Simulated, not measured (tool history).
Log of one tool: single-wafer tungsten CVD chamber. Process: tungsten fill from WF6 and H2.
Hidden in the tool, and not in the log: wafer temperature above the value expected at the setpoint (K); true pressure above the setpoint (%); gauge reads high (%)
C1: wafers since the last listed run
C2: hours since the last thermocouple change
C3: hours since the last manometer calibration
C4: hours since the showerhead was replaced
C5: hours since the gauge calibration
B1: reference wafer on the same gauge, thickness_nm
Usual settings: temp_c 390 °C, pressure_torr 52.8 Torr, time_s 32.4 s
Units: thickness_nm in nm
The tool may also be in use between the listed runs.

run 1 hour=0 | temp_c=390 pressure_torr=52.8 time_s=32.4 | C1=0 C2=1412.5 C3=826.3 C4=6162.7 C5=181.1 | B1=113.195 | thickness_nm=97.108
run 2 hour=60 | temp_c=390 pressure_torr=52.8 time_s=32.4 | C1=846 C2=1472.5 C3=886.3 C4=6222.7 C5=241.1 | B1=113.336 | thickness_nm=97.492
run 3 hour=85.7 | temp_c=390 pressure_torr=52.8 time_s=32.4 | C1=362 C2=1498.2 C3=912 C4=6248.4 C5=266.8 | B1=113.708 | thickness_nm=97.429
run 4 hour=152.8 | temp_c=382 pressure_torr=52.8 time_s=30.4 | C1=946 C2=1565.3 C3=979.1 C4=6315.5 C5=333.9 | B1=114.087 | thickness_nm=79.262
-- hour=194 thermocouple changed; heater temperature recalibrated
run 5 hour=194.5 | temp_c=382 pressure_torr=52.8 time_s=30.4 | C1=475 C2=0.5 C3=1020.8 C4=6357.2 C5=375.6 | B1=114.163 | thickness_nm=80.067
run 6 hour=212.5 | temp_c=390 pressure_torr=52.8 time_s=32.4 | C1=253 C2=18.5 C3=1038.8 C4=6375.2 C5=393.6 | B1=114.253 | thickness_nm=98.25
run 7 hour=261 | temp_c=390 pressure_torr=52.8 time_s=32.4 | C1=684 C2=67 C3=1087.3 C4=6423.7 C5=442.1 | B1=114.491 | thickness_nm=98.375
-- hour=302.8 capacitance manometer re-zeroed and calibrated
-- hour=308.7 showerhead replaced
run 8 hour=309.2 | temp_c=395 pressure_torr=46.8 time_s=29.7 | C1=483 C2=115.2 C3=6.4 C4=0.5 C5=490.3 | B1=114.783 | thickness_nm=93.726
run 9 hour=360.6 | temp_c=383 pressure_torr=52.8 time_s=37.3 | C1=725 C2=166.6 C3=57.8 C4=51.9 C5=541.7 | B1=115.2 | thickness_nm=100.266
-- hour=370.1 gauge calibrated
run 10 hour=399.9 | temp_c=395 pressure_torr=52.8 time_s=32.4 | C1=554 C2=205.9 C3=97.1 C4=91.2 C5=29.8 | B1=113.162 | thickness_nm=106.53
run 11 hour=450.4 | temp_c=390 pressure_torr=52.8 time_s=32.4 | C1=712 C2=256.4 C3=147.6 C4=141.7 C5=80.3 | B1=113.142 | thickness_nm=97.174
run 12 hour=502.7 | temp_c=390 pressure_torr=52.8 time_s=32.4 | C1=737 C2=308.7 C3=199.9 C4=194 C5=132.6 | B1=113.279 | thickness_nm=96.977
run 13 hour=545.9 | temp_c=390 pressure_torr=52.8 time_s=29 | C1=609 C2=351.9 C3=243.1 C4=237.2 C5=175.8 | B1=113.48 | thickness_nm=87.14
run 14 hour=581.3 | temp_c=404 pressure_torr=52.8 time_s=36.8 | C1=499 C2=387.3 C3=278.5 C4=272.6 C5=211.2 | B1=113.402 | thickness_nm=141.09

3 ways to go on from here, each from the tool as it stands after run 14. What would each give?
run A hour=581.7 | temp_c=390 pressure_torr=52.8 time_s=32.4 | C1=5 C2=387.7 C3=278.9 C4=273 C5=211.6 | B1=? | thickness_nm=?
run B hour=581.7 | temp_c=390 pressure_torr=60.5 time_s=32.4 | C1=5 C2=387.7 C3=278.9 C4=273 C5=211.6 | B1=? | thickness_nm=?
run C hour=581.7 | temp_c=390 pressure_torr=64.5 time_s=32.4 | C1=5 C2=387.7 C3=278.9 C4=273 C5=211.6 | B1=? | thickness_nm=?

run=A B1=113.166 thickness_nm=97.45
run=B B1=113.166 thickness_nm=102.849
run=C B1=113.166 thickness_nm=105.516
Without the tool's hidden state the same runs would have given:
run=A thickness_nm=97.015
run=B thickness_nm=102.389
run=C thickness_nm=105.044
